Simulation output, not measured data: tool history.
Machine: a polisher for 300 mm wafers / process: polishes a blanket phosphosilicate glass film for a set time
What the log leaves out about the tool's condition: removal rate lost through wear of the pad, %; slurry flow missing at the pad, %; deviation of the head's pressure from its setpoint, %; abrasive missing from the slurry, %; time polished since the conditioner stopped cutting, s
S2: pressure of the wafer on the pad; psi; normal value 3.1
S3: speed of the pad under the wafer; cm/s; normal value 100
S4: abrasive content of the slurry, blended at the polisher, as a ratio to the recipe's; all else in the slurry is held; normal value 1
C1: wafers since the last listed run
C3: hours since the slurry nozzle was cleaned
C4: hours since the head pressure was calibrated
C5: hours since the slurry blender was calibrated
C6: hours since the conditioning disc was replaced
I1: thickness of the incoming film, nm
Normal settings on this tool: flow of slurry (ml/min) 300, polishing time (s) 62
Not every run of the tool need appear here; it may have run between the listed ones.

{"run": 1, "hour": 0.0, "flow of slurry (ml/min)": 300, "S2": 3.1, "S3": 100, "S4": 1, "polishing time (s)": 62, "C1": 0, "wafers polished on this pad": 255, "C3": 25.9, "C4": 1229.5, "C5": 168.6, "C6": 37.8, "I1": 2480.3, "film removed (nm)": 392.8}
{"run": 2, "hour": 20.1, "flow of slurry (ml/min)": 300, "S2": 3.1, "S3": 100, "S4": 1, "polishing time (s)": 62, "C1": 248, "wafers polished on this pad": 504, "C3": 46, "C4": 1249.6, "C5": 188.7, "C6": 57.9, "I1": 2505.2, "film removed (nm)": 393.7}
{"run": 3, "hour": 33.1, "flow of slurry (ml/min)": 300, "S2": 3.1, "S3": 100, "S4": 1, "polishing time (s)": 62, "C1": 160, "wafers polished on this pad": 665, "C3": 59, "C4": 1262.6, "C5": 201.7, "C6": 70.9, "I1": 2502.1, "film removed (nm)": 385.4}
{"run": 4, "hour": 68.5, "flow of slurry (ml/min)": 300, "S2": 3.1, "S3": 100, "S4": 1, "polishing time (s)": 62, "C1": 438, "wafers polished on this pad": 1103, "C3": 94.4, "C4": 1298, "C5": 237.1, "C6": 106.3, "I1": 2510.8, "film removed (nm)": 396.8}
{"run": 5, "hour": 95.2, "flow of slurry (ml/min)": 300, "S2": 3.1, "S3": 100, "S4": 1, "polishing time (s)": 62, "C1": 330, "wafers polished on this pad": 1434, "C3": 121.1, "C4": 1324.7, "C5": 263.8, "C6": 133, "I1": 2500.5, "film removed (nm)": 392.8}
{"hour": 109.5, "done": "worn pad replaced by a new one"}
{"run": 6, "hour": 128.5, "flow of slurry (ml/min)": 300, "S2": 3.9, "S3": 100, "S4": 1, "polishing time (s)": 62, "C1": 362, "wafers polished on this pad": 235, "C3": 154.4, "C4": 1358, "C5": 297.1, "C6": 166.3, "I1": 2505.4, "film removed (nm)": 459.2}
{"run": 7, "hour": 144.5, "flow of slurry (ml/min)": 300, "S2": 3.9, "S3": 100, "S4": 1, "polishing time (s)": 62, "C1": 198, "wafers polished on this pad": 433, "C3": 170.4, "C4": 1374, "C5": 313.1, "C6": 182.3, "I1": 2506.1, "film removed (nm)": 455}
{"hour": 173.3, "done": "slurry blender recalibrated"}
{"run": 8, "hour": 179.1, "flow of slurry (ml/min)": 300, "S2": 3.9, "S3": 100, "S4": 1, "polishing time (s)": 62, "C1": 403, "wafers polished on this pad": 836, "C3": 205, "C4": 1408.6, "C5": 5.8, "C6": 216.9, "I1": 2459.3, "film removed (nm)": 487.6}
{"run": 9, "hour": 192.9, "flow of slurry (ml/min)": 270, "S2": 3.1, "S3": 100, "S4": 1.05, "polishing time (s)": 62, "C1": 170, "wafers polished on this pad": 1007, "C3": 218.8, "C4": 1422.4, "C5": 19.6, "C6": 230.7, "I1": 2507.9, "film removed (nm)": 422.1}
{"run": 10, "hour": 206.8, "flow of slurry (ml/min)": 270, "S2": 3.1, "S3": 100, "S4": 1.05, "polishing time (s)": 62, "C1": 172, "wafers polished on this pad": 1179, "C3": 232.7, "C4": 1436.3, "C5": 33.5, "C6": 244.6, "I1": 2519.1, "film removed (nm)": 425.5}
{"run": 11, "hour": 236.0, "flow of slurry (ml/min)": 300, "S2": 3.1, "S3": 100, "S4": 1, "polishing time (s)": 62, "C1": 361, "wafers polished on this pad": 1541, "C3": 261.9, "C4": 1465.5, "C5": 62.7, "C6": 273.8, "I1": 2497.9, "film removed (nm)": 413.5}
{"hour": 241.2, "done": "slurry nozzle cleaned"}
{"hour": 241.8, "done": "worn pad replaced by a new one"}
{"run": 12, "hour": 313.3, "flow of slurry (ml/min)": 300, "S2": 3.1, "S3": 100, "S4": 1, "polishing time (s)": 62, "C1": 936, "wafers polished on this pad": 884, "C3": 72.1, "C4": 1542.8, "C5": 140, "C6": 351.1, "I1": 2502.2, "film removed (nm)": 396.5}
{"hour": 330.4, "done": "head pressure recalibrated"}
{"run": 13, "hour": 345.2, "flow of slurry (ml/min)": 300, "S2": 3.1, "S3": 100, "S4": 1, "polishing time (s)": 62, "C1": 370, "wafers polished on this pad": 1254, "C3": 104, "C4": 14.8, "C5": 171.9, "C6": 383, "I1": 2496.4, "film removed (nm)": 394}
{"run": 14, "hour": 372.4, "flow of slurry (ml/min)": 300, "S2": 2.7, "S3": 90, "S4": 1.15, "polishing time (s)": 55, "C1": 336, "wafers polished on this pad": 1590, "C3": 131.2, "C4": 42, "C5": 199.1, "C6": 410.2, "I1": 2489.4, "film removed (nm)": 310.5}
{"hour": 393.1, "done": "worn pad replaced by a new one"}
{"run": 15, "hour": 396.3, "flow of slurry (ml/min)": 300, "S2": 2.1, "S3": 80, "S4": 1, "polishing time (s)": 62, "C1": 246, "wafers polished on this pad": 39, "C3": 155.1, "C4": 65.9, "C5": 223, "C6": 434.1, "I1": 2487.1, "film removed (nm)": 271.6}
{"run": 16, "hour": 409.8, "flow of slurry (ml/min)": 300, "S2": 3.1, "S3": 100, "S4": 1, "polishing time (s)": 62, "C1": 167, "wafers polished on this pad": 206, "C3": 168.6, "C4": 79.4, "C5": 236.5, "C6": 447.6, "I1": 2513.8, "film removed (nm)": 402.6}
{"hour": 416.9, "done": "conditioning disc replaced and pad reconditioned"}
{"run": 17, "hour": 421.8, "flow of slurry (ml/min)": 300, "S2": 3.1, "S3": 100, "S4": 1, "polishing time (s)": 62, "C1": 123, "wafers polished on this pad": 329, "C3": 180.6, "C4": 91.4, "C5": 248.5, "C6": 4.9, "I1": 2507, "film removed (nm)": 390.6}
{"run": 18, "hour": 442.5, "flow of slurry (ml/min)": 300, "S2": 3.1, "S3": 84, "S4": 1, "polishing time (s)": 68, "C1": 256, "wafers polished on this pad": 585, "C3": 201.3, "C4": 112.1, "C5": 269.2, "C6": 25.6, "I1": 2478.2, "film removed (nm)": 379.9}
{"run": 19, "hour": 454.8, "flow of slurry (ml/min)": 355, "S2": 3.1, "S3": 100, "S4": 1, "polishing time (s)": 77, "C1": 152, "wafers polished on this pad": 738, "C3": 213.6, "C4": 124.4, "C5": 281.5, "C6": 37.9, "I1": 2471.2, "film removed (nm)": 494.4}
{"run": 20, "hour": 467.4, "flow of slurry (ml/min)": 260, "S2": 3.5, "S3": 120, "S4": 1.15, "polishing time (s)": 62, "C1": 155, "wafers polished on this pad": 894, "C3": 226.2, "C4": 137, "C5": 294.1, "C6": 50.5, "I1": 2485.2, "film removed (nm)": 492.1}
{"hour": 474.3, "done": "slurry nozzle cleaned"}
{"run": 21, "hour": 481.5, "flow of slurry (ml/min)": 300, "S2": 3.1, "S3": 100, "S4": 1, "polishing time (s)": 76, "C1": 162, "wafers polished on this pad": 1056, "C3": 7.2, "C4": 151.1, "C5": 308.2, "C6": 64.6, "I1": 2449.1, "film removed (nm)": 479.2}
{"run": 22, "hour": 510.2, "flow of slurry (ml/min)": 360, "S2": 3.1, "S3": 100, "S4": 1, "polishing time (s)": 62, "C1": 355, "wafers polished on this pad": 1411, "C3": 35.9, "C4": 179.8, "C5": 336.9, "C6": 93.3, "I1": 2499.7, "film removed (nm)": 394.4}
{"hour": 541.0, "done": "worn pad replaced by a new one"}
{"run": 23, "hour": 541.7, "flow of slurry (ml/min)": 300, "S2": 3.1, "S3": 100, "S4": 0.9, "polishing time (s)": 62, "C1": 340, "wafers polished on this pad": 8, "C3": 67.4, "C4": 211.3, "C5": 368.4, "C6": 124.8, "I1": 2456.3, "film removed (nm)": 377.3}

Forecast run 24:
{"hour": 547.8, "done": "slurry blender recalibrated"}
{"run": 24, "hour": 566.2, "flow of slurry (ml/min)": 215, "S2": 3.1, "S3": 118, "S4": 0.9, "polishing time (s)": 73, "C1": 278, "wafers polished on this pad": 286, "C3": 91.9, "C4": 235.8, "C5": 18.4, "C6": 149.3, "I1": 2466.1, "film removed (nm)": "?"}

Logged for run 24: film removed (nm) 511.9.
With the hidden condition absent and the run-to-run variation left alone, this run would have shown film removed (nm) 524.1.
